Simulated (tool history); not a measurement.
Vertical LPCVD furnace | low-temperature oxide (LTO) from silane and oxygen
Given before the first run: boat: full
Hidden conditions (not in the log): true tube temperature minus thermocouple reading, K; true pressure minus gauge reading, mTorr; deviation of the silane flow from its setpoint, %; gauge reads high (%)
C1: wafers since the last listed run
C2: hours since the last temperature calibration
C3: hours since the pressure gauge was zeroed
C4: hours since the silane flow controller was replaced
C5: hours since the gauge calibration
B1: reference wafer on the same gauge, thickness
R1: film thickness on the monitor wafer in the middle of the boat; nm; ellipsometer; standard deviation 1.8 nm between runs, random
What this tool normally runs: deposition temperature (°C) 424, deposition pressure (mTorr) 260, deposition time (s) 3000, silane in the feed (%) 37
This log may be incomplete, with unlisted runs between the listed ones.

run 1 hour=0 | deposition_temperature_(°C)=424 deposition_pressure_(mTorr)=230 deposition_time_(s)=3000 silane_in_the_feed_(%)=37 | C1=0 C2=2522.3 C3=1092.5 C4=3622.3 C5=317.3 | B1=603.61 | R1=578.01
run 2 hour=54.1 | deposition_temperature_(°C)=424 deposition_pressure_(mTorr)=260 deposition_time_(s)=3000 silane_in_the_feed_(%)=37 | C1=836 C2=2576.4 C3=1146.6 C4=3676.4 C5=371.4 | B1=602.64 | R1=652.51
run 3 hour=109.8 | deposition_temperature_(°C)=424 deposition_pressure_(mTorr)=260 deposition_time_(s)=3000 silane_in_the_feed_(%)=37 | C1=861 C2=2632.1 C3=1202.3 C4=3732.1 C5=427.1 | B1=602.67 | R1=656.1
run 4 hour=194.3 | deposition_temperature_(°C)=424 deposition_pressure_(mTorr)=260 deposition_time_(s)=3000 silane_in_the_feed_(%)=37 | C1=1306 C2=2716.6 C3=1286.8 C4=3816.6 C5=511.6 | B1=603.86 | R1=651.56
run 5 hour=274 | deposition_temperature_(°C)=424 deposition_pressure_(mTorr)=260 deposition_time_(s)=3000 silane_in_the_feed_(%)=37 | C1=1232 C2=2796.3 C3=1366.5 C4=3896.3 C5=591.3 | B1=604.03 | R1=656.6
-- hour=513.3 silane flow controller replaced
run 6 hour=520 | deposition_temperature_(°C)=424 deposition_pressure_(mTorr)=260 deposition_time_(s)=3000 silane_in_the_feed_(%)=37 | C1=3433 C2=3042.3 C3=1612.5 C4=6.7 C5=837.3 | B1=603.04 | R1=657.9
run 7 hour=619.8 | deposition_temperature_(°C)=424 deposition_pressure_(mTorr)=260 deposition_time_(s)=3000 silane_in_the_feed_(%)=37 | C1=1543 C2=3142.1 C3=1712.3 C4=106.5 C5=937.1 | B1=603.16 | R1=658
run 8 hour=710.6 | deposition_temperature_(°C)=424 deposition_pressure_(mTorr)=260 deposition_time_(s)=3000 silane_in_the_feed_(%)=37 | C1=1404 C2=3232.9 C3=1803.1 C4=197.3 C5=1027.9 | B1=602.84 | R1=660.11
run 9 hour=808.9 | deposition_temperature_(°C)=424 deposition_pressure_(mTorr)=260 deposition_time_(s)=3000 silane_in_the_feed_(%)=37 | C1=1520 C2=3331.2 C3=1901.4 C4=295.6 C5=1126.2 | B1=602.81 | R1=662.25
run 10 hour=850 | deposition_temperature_(°C)=424 deposition_pressure_(mTorr)=240 deposition_time_(s)=2130 silane_in_the_feed_(%)=37 | C1=635 C2=3372.3 C3=1942.5 C4=336.7 C5=1167.3 | B1=602.22 | R1=434.67
-- hour=930.2 pressure gauge zeroed
run 11 hour=930.7 | deposition_temperature_(°C)=431 deposition_pressure_(mTorr)=260 deposition_time_(s)=3000 silane_in_the_feed_(%)=37 | C1=876 C2=3453 C3=0.5 C4=417.4 C5=1248 | B1=602.77 | R1=691.62
run 12 hour=962.3 | deposition_temperature_(°C)=424 deposition_pressure_(mTorr)=260 deposition_time_(s)=3000 silane_in_the_feed_(%)=37 | C1=488 C2=3484.6 C3=32.1 C4=449 C5=1279.6 | B1=602.72 | R1=647.23
run 13 hour=1041 | deposition_temperature_(°C)=424 deposition_pressure_(mTorr)=260 deposition_time_(s)=3540 silane_in_the_feed_(%)=37 | C1=1217 C2=3563.3 C3=110.8 C4=527.7 C5=1358.3 | B1=603.31 | R1=763.47
-- hour=1078.3 thermocouples replaced and temperature profile calibrated
-- hour=1085.9 gauge calibrated
run 14 hour=1100.4 | deposition_temperature_(°C)=424 deposition_pressure_(mTorr)=260 deposition_time_(s)=3000 silane_in_the_feed_(%)=37 | C1=547 C2=22.1 C3=170.2 C4=587.1 C5=14.5 | B1=602.94 | R1=633.53

Run 15 is up next; what results do you expect?
run 15 hour=1154.9 | deposition_temperature_(°C)=416 deposition_pressure_(mTorr)=305 deposition_time_(s)=3000 silane_in_the_feed_(%)=42 | C1=842 C2=76.6 C3=224.7 C4=641.6 C5=69 | B1=? | R1=?

Run 15 measured B1 602.99, R1 794.44 nm.
On a tool with no hidden condition, and with the same random variation, this run would have come out at R1 785.25 nm.

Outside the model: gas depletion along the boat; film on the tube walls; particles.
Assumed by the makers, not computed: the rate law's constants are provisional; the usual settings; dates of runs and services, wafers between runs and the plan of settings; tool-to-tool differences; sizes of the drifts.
